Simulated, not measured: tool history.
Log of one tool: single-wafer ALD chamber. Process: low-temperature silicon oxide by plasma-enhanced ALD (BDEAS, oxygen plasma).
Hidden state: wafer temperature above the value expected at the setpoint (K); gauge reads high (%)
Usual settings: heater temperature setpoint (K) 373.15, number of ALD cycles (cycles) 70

run    hour  heater temperature setpoint (K)  number of ALD cycles (cycles)  wafers since the last listed run  hours since the last thermocouple change  hours since the gauge calibration  read-back reference wafer on the same gauge, thickness_nm  mean film thickness on the monitor wafer (angstrom)
  1     0.0                           380.15                             62                                 0                                     513.1                              556.7                                                     12.269                                                90.75
  2    31.9                           380.15                             62                                90                                     545.0                              588.6                                                     12.268                                                90.65
  3    44.3                           373.15                             70                                35                                     557.4                              601.0                                                     12.262                                               104.04
       56.6  -- gauge calibrated
  4    74.1                           373.15                             70                                84                                     587.2                               17.5                                                     12.109                                               102.19
  5    98.7                           373.15                             70                                69                                     611.8                               42.1                                                     12.099                                               102.19
  6   116.1                           373.15                             70                                49                                     629.2                               59.5                                                     12.118                                               102.88
  7   137.8                           373.15                             78                                61                                     650.9                               81.2                                                     12.104                                               114.42
  8   155.0                           373.15                             70                                48                                     668.1                               98.4                                                     12.128                                               102.65
  9   261.0                           373.15                             70                               299                                     774.1                              204.4                                                     12.134                                               102.96
 10   289.2                           373.15                             70                                79                                     802.3                              232.6                                                     12.132                                               102.85
 11   323.4                           373.15                             70                                96                                     836.5                              266.8                                                     12.147                                               102.43
 12   356.5                           373.15                             70                                93                                     869.6                              299.9                                                     12.163                                               102.95
 13   379.0                           366.15                             70                                63                                     892.1                              322.4                                                     12.169                                               105.94
 14   410.5                           366.15                             70                                89                                     923.6                              353.9                                                     12.187                                               106.36
 15   423.7                           373.15                             70                                37                                     936.8                              367.1                                                     12.171                                               103.12
 16   445.5                           373.15                             70                                61                                     958.6                              388.9                                                     12.192                                               103.03
      487.1  -- thermocouple changed; heater temperature recalibrated
 17   487.6                           373.15                             62                                96                                       0.5                              431.0                                                     12.205                                                91.12
 18   512.8                           373.15                             62                                71                                      25.7                              456.2                                                     12.220                                                91.50
 19   544.8                           373.15                             62                                90                                      57.7                              488.2                                                     12.237                                                91.77
 20   569.1                           373.15                             70                                68                                      82.0                              512.5                                                     12.249                                               104.10
 21   598.9                           373.15                             70                                84                                     111.8                              542.3                                                     12.285                                               103.68
 22   615.0                           384.15                             74                                45                                     127.9                              558.4                                                     12.280                                               107.52
      639.2  -- gauge calibrated
 23   644.2                           373.15                             70                                82                                     157.1                                5.0                                                     12.105                                               102.63
 24   672.6                           387.15                             64                                80                                     185.5                               33.4                                                     12.119                                                91.54
 25   688.5                           363.15                             57                                44                                     201.4                               49.3                                                     12.115                                                86.95
 26   703.0                           373.15                             70                                41                                     215.9                               63.8                                                     12.112                                               102.59
 27   724.7                           386.15                             70                                61                                     237.6                               85.5                                                     12.118                                               100.33
 28   754.9                           373.15                             70                                85                                     267.8                              115.7                                                     12.109                                               102.63
 29   785.3                           373.15                             70                                86                                     298.2                              146.1                                                     12.121                                               102.70
 30   798.1                           373.15                             70                                36                                     311.0                              158.9                                                     12.127                                               102.72
 31   823.1                           378.15                             80                                70                                     336.0                              183.9                                                     12.116                                               116.47
 32   838.1                           373.15                             70                                42                                     351.0                              198.9                                                     12.139                                               102.36
 33   869.7                           381.15                             57                                89                                     382.6                              230.5                                                     12.143                                                83.01
 34   890.6                           387.15                             82                                59                                     403.5                              251.4                                                     12.136                                               117.00
 35   906.0                           379.15                             57                                43                                     418.9                              266.8                                                     12.148                                                82.90
 36   936.5                           373.15                             83                                86                                     449.4                              297.3                                                     12.136                                               122.06
 37   961.3                           373.15                             70                                70                                     474.2                              322.1                                                     12.159                                               103.31
 38   993.2                           386.15                             78                                90                                     506.1                              354.0                                                     12.186                                               111.96
 39  1015.1                           386.15                             77                                61                                     528.0                              375.9                                                     12.173                                               110.65
 40  1034.5                           373.15                             60                                54                                     547.4                              395.3                                                     12.184                                                88.38
 41  1048.1                           373.15                             70                                38                                     561.0                              408.9                                                     12.193                                               103.15
 42  1076.9                           378.15                             79                                81                                     589.8                              437.7                                                     12.209                                               115.63

5 ways to go on from here, each from the tool as it stands after run 42. What would each give?
  A  1077.4                           373.15                             82                                 1                                     590.3                              438.2                                                          ?                                                    ?
  B  1077.4                           362.15                             83                                 1                                     590.3                              438.2                                                          ?                                                    ?
  C  1077.4                           369.15                             70                                 1                                     590.3                              438.2                                                          ?                                                    ?
  D  1077.4                           367.15                             81                                 1                                     590.3                              438.2                                                          ?                                                    ?
  E  1077.4                           373.15                             80                                 1                                     590.3                              438.2                                                          ?                                                    ?

run  read-back reference wafer on the same gauge, thickness_nm  mean film thickness on the monitor wafer (angstrom)
  A                                                     12.200                                               121.82
  B                                                     12.200                                               128.21
  C                                                     12.200                                               105.50
  D                                                     12.200                                               122.94
  E                                                     12.200                                               118.85
Without the tool's hidden state the same runs would have given:
run  mean film thickness on the monitor wafer (angstrom)
  A                                               120.72
  B                                               127.05
  C                                               104.54
  D                                               121.83
  E                                               117.77

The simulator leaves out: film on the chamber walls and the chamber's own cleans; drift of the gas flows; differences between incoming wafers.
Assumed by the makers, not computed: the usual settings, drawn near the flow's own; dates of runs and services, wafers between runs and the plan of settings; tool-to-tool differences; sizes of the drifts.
